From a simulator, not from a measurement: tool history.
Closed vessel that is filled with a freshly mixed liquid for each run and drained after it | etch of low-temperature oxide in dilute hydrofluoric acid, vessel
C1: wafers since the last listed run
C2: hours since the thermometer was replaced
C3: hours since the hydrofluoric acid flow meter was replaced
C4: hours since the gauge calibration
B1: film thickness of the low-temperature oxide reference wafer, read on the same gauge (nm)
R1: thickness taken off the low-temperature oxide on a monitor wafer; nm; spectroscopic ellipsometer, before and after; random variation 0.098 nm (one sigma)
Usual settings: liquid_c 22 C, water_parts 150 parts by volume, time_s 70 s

Run 1, day 0: usual settings; C1 0; C2 470.7; C3 726; C4 1150; B1 40. Result: R1 16.07 nm.
Run 2, day 1.883: usual settings; C1 5919; C2 515.9; C3 771.2; C4 1195.2; B1 40.05. Result: R1 16.37 nm.
At day 4.438: hydrofluoric acid flow meter replaced.
Run 3, day 5.521: usual settings; C1 11301; C2 603.2; C3 26; C4 1282.5; B1 40.02. Result: R1 15.22 nm.
Run 4, day 9.942: usual settings but liquid_c 25.5 C; C1 13893; C2 709.3; C3 132.1; C4 1388.6; B1 39.98. Result: R1 17.64 nm.
Run 5, day 12.104: usual settings; C1 6796; C2 761.2; C3 184; C4 1440.5; B1 40. Result: R1 15.46 nm.
Run 6, day 15.783: usual settings but liquid_c 23 C; C1 11563; C2 849.5; C3 272.3; C4 1528.8; B1 39.99. Result: R1 16.23 nm.
At day 17.617: thermometer replaced.
Run 7, day 19.733: usual settings but liquid_c 23 C; C1 12283; C2 50.8; C3 367.1; C4 1623.6; B1 40.02. Result: R1 16.54 nm.
Run 8, day 22.088: usual settings; C1 7398; C2 107.3; C3 423.6; C4 1680.1; B1 40. Result: R1 15.89 nm.
At day 24.604: gauge calibrated.
Run 9, day 25.754: usual settings; C1 11523; C2 195.3; C3 511.6; C4 27.6; B1 40.01. Result: R1 15.89 nm.
Run 10, day 29.992: usual settings; C1 13317; C2 297; C3 613.3; C4 129.3; B1 40. Result: R1 15.94 nm.
Run 11, day 31.696: usual settings; C1 5355; C2 337.9; C3 654.2; C4 170.2; B1 40. Result: R1 16.18 nm.
Run 12, day 34.296: usual settings; C1 8171; C2 400.3; C3 716.6; C4 232.6; B1 40. Result: R1 16.18 nm.
Run 13, day 36.533: usual settings but liquid_c 19.5 C, time_s 50 s; C1 7032; C2 454; C3 770.3; C4 286.3; B1 39.97. Result: R1 10.55 nm.
Run 14, day 39.892: usual settings but liquid_c 19.5 C, water_parts 180 parts by volume; C1 10554; C2 534.6; C3 850.9; C4 366.9; B1 39.99. Result: R1 12.05 nm.
At day 41.421: hydrofluoric acid flow meter replaced.
Run 15, day 41.679: usual settings; C1 5486; C2 577.5; C3 6.2; C4 409.8; B1 39.98. Result: R1 17.26 nm.
Run 16, day 43.342: usual settings but liquid_c 24.5 C, time_s 85 s; C1 5224; C2 617.4; C3 46.1; C4 449.7; B1 40. Result: R1 23.02 nm.
Run 17, day 46.492: usual settings; C1 9899; C2 693; C3 121.7; C4 525.3; B1 40.02. Result: R1 17.3 nm.
At day 48.212: thermometer replaced.
Run 18, day 48.929: usual settings but water_parts 95 parts by volume; C1 7529; C2 17.2; C3 180.2; C4 583.8; B1 39.96. Result: R1 29.2 nm.
At day 49.892: hydrofluoric acid flow meter replaced, repeated, since the last time left the tool worse.
Run 19, day 52.608: usual settings; C1 11432; C2 105.5; C3 65.2; C4 672.1; B1 39.98. Result: R1 15.25 nm.
Run 20, day 54.833: usual settings but water_parts 120 parts by volume; C1 6992; C2 158.9; C3 118.6; C4 725.5; B1 39.97. Result: R1 19.67 nm.
Run 21, day 56.354: usual settings but liquid_c 26 C, water_parts 115 parts by volume; C1 4779; C2 195.4; C3 155.1; C4 762; B1 40.01. Result: R1 24.25 nm.

Forecast run 22:
Run 22, day 58.383: usual settings but water_parts 105 parts by volume; C1 6377; C2 244.1; C3 203.8; C4 810.7; B1 ?. Result: R1 ?.

{"run 22": {"B1": 39.97, "R1": 23.28}}
Without the tool's hidden state the same run would have given R1 22.82 nm.

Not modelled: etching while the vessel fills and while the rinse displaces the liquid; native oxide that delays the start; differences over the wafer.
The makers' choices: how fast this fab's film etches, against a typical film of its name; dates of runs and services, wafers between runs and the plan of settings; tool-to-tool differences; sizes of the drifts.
